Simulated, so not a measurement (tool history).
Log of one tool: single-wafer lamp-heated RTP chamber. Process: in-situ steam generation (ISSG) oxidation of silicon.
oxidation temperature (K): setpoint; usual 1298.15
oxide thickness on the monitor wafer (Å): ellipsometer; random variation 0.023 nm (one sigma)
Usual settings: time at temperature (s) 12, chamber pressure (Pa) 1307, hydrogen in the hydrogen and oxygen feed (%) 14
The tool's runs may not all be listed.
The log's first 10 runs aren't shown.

run	hour	oxidation temperature (K)	time at temperature (s)	chamber pressure (Pa)	hydrogen in the hydrogen and oxygen feed (%)	wafers since the last listed run	wafers since the last pyrometer calibration	hours since the pressure gauge was zeroed	hours since the hydrogen flow controller was replaced	hours since the gauge calibration	read-back reference wafer on the same gauge, thickness	oxide thickness on the monitor wafer (Å)
11	136.2	1298.15	12	1307	14	162	168	24.3	2908.4	210.1	4.810	45.57
12	150.5	1298.15	12	1307	14	192	361	38.6	2922.7	224.4	4.810	45.84
13	159.2	1298.15	14	1307	11	116	478	47.3	2931.4	233.1	4.813	46.66
# hour 164.5: gauge calibrated
14	170.2	1298.15	14	1307	11	147	625	58.3	2942.4	5.7	4.815	46.20
15	177.4	1298.15	12	1307	14	96	722	65.5	2949.6	12.9	4.815	45.38
# hour 197.3: pyrometer window cleaned and pyrometer calibrated, repeated, since the last time left the tool worse
16	197.8	1298.15	12	1307	14	166	7	85.9	2970.0	33.3	4.818	42.61
17	202.3	1298.15	12	1307	14	60	67	90.4	2974.5	37.8	4.807	43.36
18	208.7	1280.15	11	1307	14	86	153	96.8	2980.9	44.2	4.813	38.40
19	219.7	1298.15	8	1360	14	147	301	107.8	2991.9	55.2	4.810	35.36
# hour 228.1: hydrogen flow controller replaced
20	229.6	1298.15	12	1307	14	25	327	117.7	1.5	65.1	4.806	42.98
21	235.7	1298.15	12	1307	19	81	409	123.8	7.6	71.2	4.807	46.82
22	247.8	1298.15	9	1360	14	162	571	135.9	19.7	83.3	4.805	37.63
23	265.6	1298.15	12	1307	19	239	810	153.7	37.5	101.1	4.807	46.43
24	273.8	1310.15	10	1253	11	110	921	161.9	45.7	109.3	4.809	39.85
25	289.4	1298.15	14	1133	14	209	1130	177.5	61.3	124.9	4.807	47.76
26	295.8	1317.15	12	1307	14	86	1216	183.9	67.7	131.3	4.812	47.14
27	306.9	1298.15	12	1307	14	149	1365	195.0	78.8	142.4	4.809	43.84
28	322.1	1298.15	12	1307	14	204	1570	210.2	94.0	157.6	4.811	43.54

Forecast run 29:
29	335.0	1298.15	12	1187	14	173	1743	223.1	106.9	170.5	?	?

{"run 29": {"read-back reference wafer on the same gauge, thickness": 4.812, "oxide thickness on the monitor wafer (Å)": 44.23}}
Without the tool's hidden state the same run would have given oxide thickness on the monitor wafer (Å) 43.60.
